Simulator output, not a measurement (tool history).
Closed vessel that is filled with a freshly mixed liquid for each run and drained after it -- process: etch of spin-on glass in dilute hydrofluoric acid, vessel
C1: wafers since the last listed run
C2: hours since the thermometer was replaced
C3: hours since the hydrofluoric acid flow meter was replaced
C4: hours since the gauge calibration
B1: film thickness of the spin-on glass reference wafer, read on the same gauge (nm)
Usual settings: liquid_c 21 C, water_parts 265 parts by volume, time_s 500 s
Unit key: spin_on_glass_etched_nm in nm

Run 1, hour 0: usual settings but liquid_c 24 C; C1 0; C2 667.5; C3 2136.8; C4 175.5; B1 139.99. Result: spin_on_glass_etched_nm 53.6 nm.
Run 2, hour 63.4: usual settings but liquid_c 24 C; C1 4490; C2 730.9; C3 2200.2; C4 238.9; B1 139.98. Result: spin_on_glass_etched_nm 53.93 nm.
Run 3, hour 105: usual settings but liquid_c 24 C; C1 2946; C2 772.5; C3 2241.8; C4 280.5; B1 139.97. Result: spin_on_glass_etched_nm 53.04 nm.
Run 4, hour 151.8: usual settings but liquid_c 17.5 C; C1 3314; C2 819.3; C3 2288.6; C4 327.3; B1 140. Result: spin_on_glass_etched_nm 41.67 nm.
Run 5, hour 186.2: usual settings; C1 2436; C2 853.7; C3 2323; C4 361.7; B1 139.99. Result: spin_on_glass_etched_nm 47.73 nm.
Run 6, hour 252.2: usual settings; C1 4674; C2 919.7; C3 2389; C4 427.7; B1 140.01. Result: spin_on_glass_etched_nm 47.48 nm.
Run 7, hour 318.6: usual settings; C1 4702; C2 986.1; C3 2455.4; C4 494.1; B1 140.03. Result: spin_on_glass_etched_nm 46.91 nm.
Run 8, hour 343.6: usual settings; C1 1770; C2 1011.1; C3 2480.4; C4 519.1; B1 139.98. Result: spin_on_glass_etched_nm 46.74 nm.
Run 9, hour 410.1: usual settings; C1 4709; C2 1077.6; C3 2546.9; C4 585.6; B1 140. Result: spin_on_glass_etched_nm 46.77 nm.
At hour 436.3: hydrofluoric acid flow meter replaced.
Run 10, hour 450.3: usual settings; C1 2776; C2 1117.8; C3 14; C4 625.8; B1 140. Result: spin_on_glass_etched_nm 54.96 nm.
Run 11, hour 475.1: usual settings; C1 1756; C2 1142.6; C3 38.8; C4 650.6; B1 140.02. Result: spin_on_glass_etched_nm 55.3 nm.
Run 12, hour 517.8: usual settings; C1 3024; C2 1185.3; C3 81.5; C4 693.3; B1 140.01. Result: spin_on_glass_etched_nm 54.93 nm.
Run 13, hour 582.5: usual settings but water_parts 385 parts by volume; C1 4582; C2 1250; C3 146.2; C4 758; B1 140.01. Result: spin_on_glass_etched_nm 33.89 nm.
Run 14, hour 614.6: usual settings but water_parts 150 parts by volume; C1 2273; C2 1282.1; C3 178.3; C4 790.1; B1 140.01. Result: spin_on_glass_etched_nm 108.67 nm.
At hour 621: thermometer replaced.
Run 15, hour 672.7: usual settings but water_parts 205 parts by volume; C1 4044; C2 51.7; C3 236.4; C4 848.2; B1 140.02. Result: spin_on_glass_etched_nm 74.78 nm.
Run 16, hour 724.3: usual settings; C1 3654; C2 103.3; C3 288; C4 899.8; B1 140. Result: spin_on_glass_etched_nm 53.86 nm.
At hour 732.4: gauge calibrated.
Run 17, hour 755: usual settings; C1 2174; C2 134; C3 318.7; C4 22.6; B1 139.99. Result: spin_on_glass_etched_nm 53.84 nm.
Run 18, hour 822.3: usual settings but liquid_c 18.5 C, water_parts 360 parts by volume, time_s 290 s; C1 4766; C2 201.3; C3 386; C4 89.9; B1 139.99. Result: spin_on_glass_etched_nm 19.22 nm.
Run 19, hour 863.9: usual settings but liquid_c 22.5 C, time_s 250 s; C1 2946; C2 242.9; C3 427.6; C4 131.5; B1 140.07. Result: spin_on_glass_etched_nm 28.57 nm.
Run 20, hour 929.1: usual settings; C1 4617; C2 308.1; C3 492.8; C4 196.7; B1 140.02. Result: spin_on_glass_etched_nm 53.94 nm.
Run 21, hour 961.2: usual settings but liquid_c 19.5 C, water_parts 205 parts by volume, time_s 245 s; C1 2273; C2 340.2; C3 524.9; C4 228.8; B1 140. Result: spin_on_glass_etched_nm 34.07 nm.
Run 22, hour 1005.1: usual settings but water_parts 220 parts by volume; C1 3109; C2 384.1; C3 568.8; C4 272.7; B1 140.02. Result: spin_on_glass_etched_nm 66.97 nm.
Run 23, hour 1063: usual settings but liquid_c 24 C; C1 4100; C2 442; C3 626.7; C4 330.6; B1 140. Result: spin_on_glass_etched_nm 58.94 nm.
Run 24, hour 1091.9: usual settings; C1 2046; C2 470.9; C3 655.6; C4 359.5; B1 140.01. Result: spin_on_glass_etched_nm 53.22 nm.
Run 25, hour 1140.3: usual settings but liquid_c 23.5 C, time_s 760 s; C1 3427; C2 519.3; C3 704; C4 407.9; B1 139.96. Result: spin_on_glass_etched_nm 87.79 nm.

Here are 4 independent what-if runs from the current tool condition. What would each one return?
Run A, hour 1141.1: usual settings; C1 56; C2 520.1; C3 704.8; C4 408.7; B1 ?. Result: spin_on_glass_etched_nm ?.
Run B, hour 1141.1: usual settings but water_parts 345 parts by volume, time_s 200 s; C1 56; C2 520.1; C3 704.8; C4 408.7; B1 ?. Result: spin_on_glass_etched_nm ?.
Run C, hour 1141.1: usual settings but liquid_c 24.5 C, water_parts 360 parts by volume, time_s 660 s; C1 56; C2 520.1; C3 704.8; C4 408.7; B1 ?. Result: spin_on_glass_etched_nm ?.
Run D, hour 1141.1: usual settings but liquid_c 18.5 C; C1 56; C2 520.1; C3 704.8; C4 408.7; B1 ?. Result: spin_on_glass_etched_nm ?.

run      B1  spin_on_glass_etched_nm
  A  139.99                    53.08
  B  139.99                    15.12
  C  139.99                    53.09
  D  139.99                    48.39
Take away the tool's hidden state, keep each run's random variation, and the runs would have read:
run  spin_on_glass_etched_nm
  A                    56.82
  B                    16.23
  C                     57.1
  D                    51.76

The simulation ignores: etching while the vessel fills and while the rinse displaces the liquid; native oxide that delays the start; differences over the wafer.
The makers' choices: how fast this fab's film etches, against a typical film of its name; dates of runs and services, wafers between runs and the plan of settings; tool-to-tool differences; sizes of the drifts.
